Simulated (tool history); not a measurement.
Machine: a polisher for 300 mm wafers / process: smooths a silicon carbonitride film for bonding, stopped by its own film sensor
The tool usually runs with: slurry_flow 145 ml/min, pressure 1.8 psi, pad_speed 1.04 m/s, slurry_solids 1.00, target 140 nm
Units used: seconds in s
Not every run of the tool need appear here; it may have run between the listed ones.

run,hour,slurry_flow,pressure,pad_speed,slurry_solids,target,wafers since the last listed run,wafers polished on this pad,hours since the slurry nozzle was cleaned,hours since the head pressure was calibrated,hours since the slurry blender was calibrated,"incoming thickness of the incoming film, nm",seconds
1,0.0,145,1.8,1.04,1.00,140,0,691,586.4,711.4,153.3,160.5,110.4
# hour 47.6: head pressure recalibrated
2,92.4,145,1.8,1.04,1.00,140,881,1572,678.8,44.8,245.7,159.1,105.1
3,142.4,145,1.8,1.04,1.00,140,487,2060,728.8,94.8,295.7,160.1,105.7
# hour 164.2: slurry nozzle cleaned
4,239.1,145,1.8,1.04,1.00,140,932,2993,74.9,191.5,392.4,161.0,104.2
5,282.7,145,1.8,1.04,1.00,141,425,3418,118.5,235.1,436.0,158.4,87.1
# hour 328.5: slurry blender recalibrated
6,360.0,145,1.8,1.04,1.00,141,734,4152,195.8,312.4,31.5,160.0,94.4
# hour 377.0: worn pad replaced by a new one
7,444.7,115,1.8,0.84,1.00,140,786,660,280.5,397.1,116.2,162.8,137.6
8,506.3,145,1.8,1.04,1.00,138,600,1260,342.1,458.7,177.8,160.0,114.1
9,573.2,145,1.8,1.04,1.15,140,652,1913,409.0,525.6,244.7,160.2,96.6
# hour 648.5: head pressure recalibrated
10,680.8,145,1.8,1.04,1.15,140,1029,2942,516.6,32.3,352.3,158.6,92.1
# hour 728.8: slurry blender recalibrated
11,729.3,110,1.4,1.04,1.00,140,453,3395,565.1,80.8,0.5,159.8,141.2
# hour 826.6: worn pad replaced by a new one
12,829.7,110,1.4,1.04,1.00,140,939,30,665.5,181.2,100.9,157.5,131.9
13,909.6,110,1.4,1.04,1.00,140,778,809,745.4,261.1,180.8,159.6,142.5
# hour 950.7: slurry nozzle cleaned
14,998.2,145,1.8,1.04,1.00,140,853,1663,47.5,349.7,269.4,161.5,105.6
15,1035.2,145,1.8,1.04,1.00,140,360,2023,84.5,386.7,306.4,158.4,91.1
16,1080.0,130,1.8,1.04,1.00,140,436,2460,129.3,431.5,351.2,159.5,100.7
17,1128.9,105,2.3,1.04,0.85,140,476,2937,178.2,480.4,400.1,157.8,84.9
18,1174.2,95,1.3,1.30,1.00,135,441,3378,223.5,525.7,445.4,162.3,190.9
# hour 1186.6: worn pad replaced by a new one
# hour 1187.7: slurry blender recalibrated
19,1268.6,145,1.8,1.04,1.15,140,870,789,317.9,620.1,80.9,159.0,90.3
20,1310.1,95,1.8,1.04,1.00,146,404,1193,359.4,661.6,122.4,159.6,80.8
# hour 1357.4: head pressure recalibrated
21,1368.4,145,2.3,1.28,1.00,140,548,1742,417.7,11.0,180.7,160.9,73.8
22,1430.4,145,1.6,1.04,0.75,136,604,2346,479.7,73.0,242.7,160.0,170.6
23,1487.6,145,1.8,1.04,1.00,140,557,2904,536.9,130.2,299.9,161.6,118.8
# hour 1556.6: slurry blender recalibrated
24,1591.8,145,2.0,1.04,1.00,144,996,3900,641.1,234.4,35.2,160.1,77.7
# hour 1630.0: worn pad replaced by a new one
# hour 1632.1: slurry nozzle cleaned
25,1641.6,145,1.8,1.04,1.00,134,436,103,9.5,284.2,85.0,160.3,129.9
26,1748.2,145,2.2,1.26,1.25,136,1039,1142,116.1,390.8,191.6,160.7,79.1
27,1829.7,145,1.8,0.88,1.00,140,794,1936,197.6,472.3,273.1,160.2,113.7
28,1924.0,175,2.3,1.04,1.00,140,919,2856,291.9,566.6,367.4,159.6,76.4
29,1976.0,165,1.8,1.04,1.00,140,506,3363,343.9,618.6,419.4,161.3,109.1

What would each run have given without the hidden state, its run-to-run variation left as it was?
Hidden state present: removal rate lost through wear of the pad, %; slurry flow missing at the pad, %; deviation of the head's pressure from its setpoint, %; abrasive missing from the slurry, %.
run,seconds
1,100.1
2,94.9
3,95.3
4,101.8
5,84.2
6,89.8
7,127.5
8,106.2
9,89.2
10,84.4
11,126.3
12,117.3
13,126.4
14,102.6
15,87.7
16,95.2
17,78.4
18,172.9
19,82.5
20,71.0
21,66.6
22,153.0
23,106.1
24,69.0
25,129.0
26,76.4
27,107.9
28,72.0
29,102.0
